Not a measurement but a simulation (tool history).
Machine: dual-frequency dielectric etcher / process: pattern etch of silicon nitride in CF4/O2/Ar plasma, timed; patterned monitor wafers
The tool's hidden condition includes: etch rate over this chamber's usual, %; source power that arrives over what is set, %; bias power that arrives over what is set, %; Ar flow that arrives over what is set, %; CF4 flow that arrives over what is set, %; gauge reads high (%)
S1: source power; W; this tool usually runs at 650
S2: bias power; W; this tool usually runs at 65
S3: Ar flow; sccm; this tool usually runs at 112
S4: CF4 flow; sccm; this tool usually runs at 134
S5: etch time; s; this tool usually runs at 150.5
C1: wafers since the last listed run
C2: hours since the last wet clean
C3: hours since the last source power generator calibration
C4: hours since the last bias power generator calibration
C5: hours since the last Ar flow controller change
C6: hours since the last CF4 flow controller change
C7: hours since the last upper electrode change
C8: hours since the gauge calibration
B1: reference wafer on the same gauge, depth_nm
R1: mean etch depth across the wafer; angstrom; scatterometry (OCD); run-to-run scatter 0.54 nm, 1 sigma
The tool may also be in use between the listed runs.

run	hour	S1	S2	S3	S4	S5	C1	C2	C3	C4	C5	C6	C7	C8	B1	R1
1	0	650	65	119	134	150.5	0	399.4	3498.8	2589.5	4344.9	1746.5	4517.8	298.2	400.2	3798
# hour 6: wet clean of the chamber
2	19.4	650	65	112	134	150.5	126	13.4	3518.2	2608.9	4364.3	1765.9	4537.2	317.6	400	3752
3	51.9	650	65	112	134	150.5	307	45.9	3550.7	2641.4	4396.8	1798.4	4569.7	350.1	399.9	3770
4	83.2	650	65	112	134	150.5	296	77.2	3582	2672.7	4428.1	1829.7	4601	381.4	399.7	3773
5	95.7	650	65	112	134	150.5	118	89.7	3594.5	2685.2	4440.6	1842.2	4613.5	393.9	400	3772
6	110.1	650	65	112	134	150.5	136	104.1	3608.9	2699.6	4455	1856.6	4627.9	408.3	400.1	3774
7	130	650	65	132	134	150.5	188	124	3628.8	2719.5	4474.9	1876.5	4647.8	428.2	400	3724
8	142.2	650	65	112	114	126.5	115	136.2	3641	2731.7	4487.1	1888.7	4660	440.4	399.9	3119
9	161.5	650	65	112	114	126.5	182	155.5	3660.3	2751	4506.4	1908	4679.3	459.7	400	3133
# hour 190.5: gauge calibrated
# hour 202.3: CF4 flow controller replaced
10	202.8	650	65	112	114	126.5	334	196.8	3701.6	2792.3	4547.7	0.5	4720.6	12.3	400	3127
# hour 216.6: Ar flow controller replaced
11	221.6	650	65	112	134	150.5	121	215.6	3720.4	2811.1	5	19.3	4739.4	31.1	400.1	3810
# hour 254.5: upper electrode replaced
12	255	650	60	112	134	190.5	89	249	3753.8	2844.5	38.4	52.7	0.5	64.5	400.1	4697
# hour 331.4: wet clean of the chamber
# hour 334.1: source power generator calibrated
13	344	650	79	112	134	150.5	589	12.6	9.9	2933.5	127.4	141.7	89.5	153.5	399.9	3879
14	388	650	65	100	108	135	416	56.6	53.9	2977.5	171.4	185.7	133.5	197.5	399.9	3210
15	412.7	650	80	123	134	150.5	233	81.3	78.6	3002.2	196.1	210.4	158.2	222.2	400	3875
# hour 431.1: bias power generator calibrated
16	491.6	760	65	112	104	150.5	709	160.2	157.5	60.5	275	289.3	237.1	301.1	399.8	4097
17	508.7	650	72	133	134	173.5	161	177.3	174.6	77.6	292.1	306.4	254.2	318.2	400.1	4291
18	535.1	650	65	112	134	138	250	203.7	201	104	318.5	332.8	280.6	344.6	400.1	3353
19	564.6	650	65	112	134	150.5	279	233.2	230.5	133.5	348	362.3	310.1	374.1	399.9	3661
# hour 584.1: gauge calibrated
20	590.8	650	73	102	112	150.5	248	259.4	256.7	159.7	374.2	388.5	336.3	6.7	400.1	3784

List, for all runs, the conditions of the tool that the log does not record:
bias power that arrives over what is set, %: 0, the same for each run
Ar flow that arrives over what is set, %: 0, the same for each run
CF4 flow that arrives over what is set, %: 0, the same for each run
gauge reads high (%): 0, the same for each run
H1: etch rate over this chamber's usual, %
H2: source power that arrives over what is set, %
run	H1	H2
1	1.94	4.66
2	0.274	4.68
3	0.453	4.72
4	0.626	4.76
5	0.694	4.78
6	0.774	4.79
7	0.883	4.82
8	0.95	4.84
9	1.06	4.86
10	1.28	4.91
11	1.39	4.94
12	1.57	4.98
13	0.101	0.715
14	0.343	0.77
15	0.479	0.801
16	0.913	0.901
17	1.01	0.923
18	1.15	0.956
19	1.31	0.994
20	1.46	1.03
